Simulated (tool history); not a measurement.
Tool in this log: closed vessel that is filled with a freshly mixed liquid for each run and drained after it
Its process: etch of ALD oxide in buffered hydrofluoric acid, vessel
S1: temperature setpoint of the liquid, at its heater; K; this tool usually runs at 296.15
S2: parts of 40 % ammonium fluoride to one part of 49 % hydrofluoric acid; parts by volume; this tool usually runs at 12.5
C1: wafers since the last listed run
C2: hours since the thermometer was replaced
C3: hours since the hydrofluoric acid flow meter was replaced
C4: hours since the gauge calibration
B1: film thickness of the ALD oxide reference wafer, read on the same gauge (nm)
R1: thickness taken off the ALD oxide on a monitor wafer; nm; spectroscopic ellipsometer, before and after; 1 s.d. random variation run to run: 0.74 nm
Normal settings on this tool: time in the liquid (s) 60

{"run": 1, "hour": 0.0, "S1": 292.15, "S2": 12.5, "time in the liquid (s)": 70, "C1": 0, "C2": 2258.1, "C3": 800.2, "C4": 804.9, "B1": 50.02, "R1": 186.26}
{"run": 2, "hour": 12.1, "S1": 292.15, "S2": 12.5, "time in the liquid (s)": 70, "C1": 1549, "C2": 2270.2, "C3": 812.3, "C4": 817.0, "B1": 49.95, "R1": 186.22}
{"run": 3, "hour": 43.7, "S1": 294.15, "S2": 12.5, "time in the liquid (s)": 60, "C1": 4045, "C2": 2301.8, "C3": 843.9, "C4": 848.6, "B1": 49.99, "R1": 177.89}
{"run": 4, "hour": 59.2, "S1": 294.15, "S2": 12.5, "time in the liquid (s)": 60, "C1": 1984, "C2": 2317.3, "C3": 859.4, "C4": 864.1, "B1": 50.02, "R1": 179.18}
{"run": 5, "hour": 128.5, "S1": 296.15, "S2": 12.5, "time in the liquid (s)": 60, "C1": 8871, "C2": 2386.6, "C3": 928.7, "C4": 933.4, "B1": 50.0, "R1": 199.88}
{"run": 6, "hour": 150.1, "S1": 296.15, "S2": 12.5, "time in the liquid (s)": 60, "C1": 2765, "C2": 2408.2, "C3": 950.3, "C4": 955.0, "B1": 50.0, "R1": 198.96}
{"run": 7, "hour": 183.0, "S1": 296.15, "S2": 12.5, "time in the liquid (s)": 60, "C1": 4211, "C2": 2441.1, "C3": 983.2, "C4": 987.9, "B1": 50.01, "R1": 201.1}
{"run": 8, "hour": 207.2, "S1": 296.15, "S2": 9.5, "time in the liquid (s)": 60, "C1": 3098, "C2": 2465.3, "C3": 1007.4, "C4": 1012.1, "B1": 50.0, "R1": 256.51}
{"hour": 279.0, "done": "thermometer replaced"}
{"run": 9, "hour": 310.1, "S1": 296.15, "S2": 9.5, "time in the liquid (s)": 60, "C1": 13045, "C2": 31.1, "C3": 1110.3, "C4": 1115.0, "B1": 50.0, "R1": 247.76}
{"run": 10, "hour": 337.7, "S1": 296.15, "S2": 12.5, "time in the liquid (s)": 35, "C1": 3533, "C2": 58.7, "C3": 1137.9, "C4": 1142.6, "B1": 50.01, "R1": 112.39}
{"run": 11, "hour": 363.2, "S1": 296.15, "S2": 12.5, "time in the liquid (s)": 60, "C1": 3264, "C2": 84.2, "C3": 1163.4, "C4": 1168.1, "B1": 49.99, "R1": 189.74}
{"run": 12, "hour": 389.9, "S1": 296.15, "S2": 12.5, "time in the liquid (s)": 60, "C1": 3418, "C2": 110.9, "C3": 1190.1, "C4": 1194.8, "B1": 49.99, "R1": 190.36}
{"run": 13, "hour": 436.7, "S1": 296.15, "S2": 12.5, "time in the liquid (s)": 60, "C1": 5991, "C2": 157.7, "C3": 1236.9, "C4": 1241.6, "B1": 50.01, "R1": 192.51}
{"run": 14, "hour": 453.2, "S1": 296.15, "S2": 12.5, "time in the liquid (s)": 60, "C1": 2112, "C2": 174.2, "C3": 1253.4, "C4": 1258.1, "B1": 49.97, "R1": 191.92}
{"run": 15, "hour": 466.0, "S1": 296.15, "S2": 12.5, "time in the liquid (s)": 60, "C1": 1638, "C2": 187.0, "C3": 1266.2, "C4": 1270.9, "B1": 50.0, "R1": 192.8}
{"hour": 544.7, "done": "gauge calibrated"}
{"run": 16, "hour": 569.4, "S1": 296.15, "S2": 12.5, "time in the liquid (s)": 60, "C1": 13237, "C2": 290.4, "C3": 1369.6, "C4": 24.7, "B1": 49.98, "R1": 192.56}
{"run": 17, "hour": 592.2, "S1": 296.15, "S2": 16.5, "time in the liquid (s)": 85, "C1": 2918, "C2": 313.2, "C3": 1392.4, "C4": 47.5, "B1": 50.02, "R1": 208.57}
{"run": 18, "hour": 627.1, "S1": 296.15, "S2": 12.5, "time in the liquid (s)": 40, "C1": 4467, "C2": 348.1, "C3": 1427.3, "C4": 82.4, "B1": 50.05, "R1": 128.09}
{"run": 19, "hour": 653.2, "S1": 292.15, "S2": 15.5, "time in the liquid (s)": 85, "C1": 3341, "C2": 374.2, "C3": 1453.4, "C4": 108.5, "B1": 50.01, "R1": 176.88}
{"hour": 666.9, "done": "hydrofluoric acid flow meter replaced"}
{"run": 20, "hour": 672.1, "S1": 292.15, "S2": 9.0, "time in the liquid (s)": 60, "C1": 2291, "C2": 393.1, "C3": 5.2, "C4": 127.4, "B1": 50.0, "R1": 203.47}
{"run": 21, "hour": 701.8, "S1": 296.15, "S2": 12.5, "time in the liquid (s)": 60, "C1": 3802, "C2": 422.8, "C3": 34.9, "C4": 157.1, "B1": 50.01, "R1": 193.19}
{"run": 22, "hour": 730.0, "S1": 296.15, "S2": 10.5, "time in the liquid (s)": 60, "C1": 3610, "C2": 451.0, "C3": 63.1, "C4": 185.3, "B1": 50.01, "R1": 230.56}
{"run": 23, "hour": 753.4, "S1": 299.65, "S2": 8.5, "time in the liquid (s)": 60, "C1": 2995, "C2": 474.4, "C3": 86.5, "C4": 208.7, "B1": 50.0, "R1": 330.21}
{"run": 24, "hour": 807.6, "S1": 296.15, "S2": 12.5, "time in the liquid (s)": 60, "C1": 6938, "C2": 528.6, "C3": 140.7, "C4": 262.9, "B1": 50.02, "R1": 193.05}
{"run": 25, "hour": 843.4, "S1": 292.65, "S2": 9.0, "time in the liquid (s)": 60, "C1": 4583, "C2": 564.4, "C3": 176.5, "C4": 298.7, "B1": 49.99, "R1": 210.55}
{"run": 26, "hour": 864.1, "S1": 298.65, "S2": 17.0, "time in the liquid (s)": 35, "C1": 2650, "C2": 585.1, "C3": 197.2, "C4": 319.4, "B1": 50.01, "R1": 95.28}
{"run": 27, "hour": 888.4, "S1": 298.65, "S2": 16.0, "time in the liquid (s)": 35, "C1": 3110, "C2": 609.4, "C3": 221.5, "C4": 343.7, "B1": 50.02, "R1": 101.4}
{"run": 28, "hour": 911.5, "S1": 301.15, "S2": 12.5, "time in the liquid (s)": 60, "C1": 2957, "C2": 632.5, "C3": 244.6, "C4": 366.8, "B1": 49.99, "R1": 251.19}
{"run": 29, "hour": 941.6, "S1": 292.15, "S2": 12.5, "time in the liquid (s)": 70, "C1": 3853, "C2": 662.6, "C3": 274.7, "C4": 396.9, "B1": 50.03, "R1": 180.45}
{"run": 30, "hour": 956.3, "S1": 299.65, "S2": 8.5, "time in the liquid (s)": 60, "C1": 1881, "C2": 677.3, "C3": 289.4, "C4": 411.6, "B1": 49.99, "R1": 330.11}
{"run": 31, "hour": 987.1, "S1": 296.15, "S2": 17.0, "time in the liquid (s)": 60, "C1": 3943, "C2": 708.1, "C3": 320.2, "C4": 442.4, "B1": 50.0, "R1": 143.33}
{"run": 32, "hour": 1010.7, "S1": 296.15, "S2": 11.0, "time in the liquid (s)": 60, "C1": 3021, "C2": 731.7, "C3": 343.8, "C4": 466.0, "B1": 50.01, "R1": 219.15}
{"run": 33, "hour": 1034.8, "S1": 299.15, "S2": 17.5, "time in the liquid (s)": 60, "C1": 3085, "C2": 755.8, "C3": 367.9, "C4": 490.1, "B1": 49.99, "R1": 163.14}
{"run": 34, "hour": 1050.7, "S1": 296.15, "S2": 12.5, "time in the liquid (s)": 60, "C1": 2035, "C2": 771.7, "C3": 383.8, "C4": 506.0, "B1": 50.02, "R1": 194.56}
{"run": 35, "hour": 1082.7, "S1": 296.15, "S2": 11.0, "time in the liquid (s)": 60, "C1": 4096, "C2": 803.7, "C3": 415.8, "C4": 538.0, "B1": 50.01, "R1": 221.15}

The tool's hidden state at each run:
hydrofluoric acid flow below the setpoint (%): 0 across all the runs
gauge reads high (%): 0 across all the runs
H1: liquid hotter than its thermometer reads (K)
run=1 H1=0.801
run=2 H1=0.805
run=3 H1=0.814
run=4 H1=0.819
run=5 H1=0.84
run=6 H1=0.846
run=7 H1=0.856
run=8 H1=0.864
run=9 H1=0.0531
run=10 H1=0.0615
run=11 H1=0.0692
run=12 H1=0.0773
run=13 H1=0.0915
run=14 H1=0.0965
run=15 H1=0.1
run=16 H1=0.132
run=17 H1=0.139
run=18 H1=0.149
run=19 H1=0.157
run=20 H1=0.163
run=21 H1=0.172
run=22 H1=0.18
run=23 H1=0.188
run=24 H1=0.204
run=25 H1=0.215
run=26 H1=0.221
run=27 H1=0.228
run=28 H1=0.235
run=29 H1=0.245
run=30 H1=0.249
run=31 H1=0.258
run=32 H1=0.266
run=33 H1=0.273
run=34 H1=0.278
run=35 H1=0.287
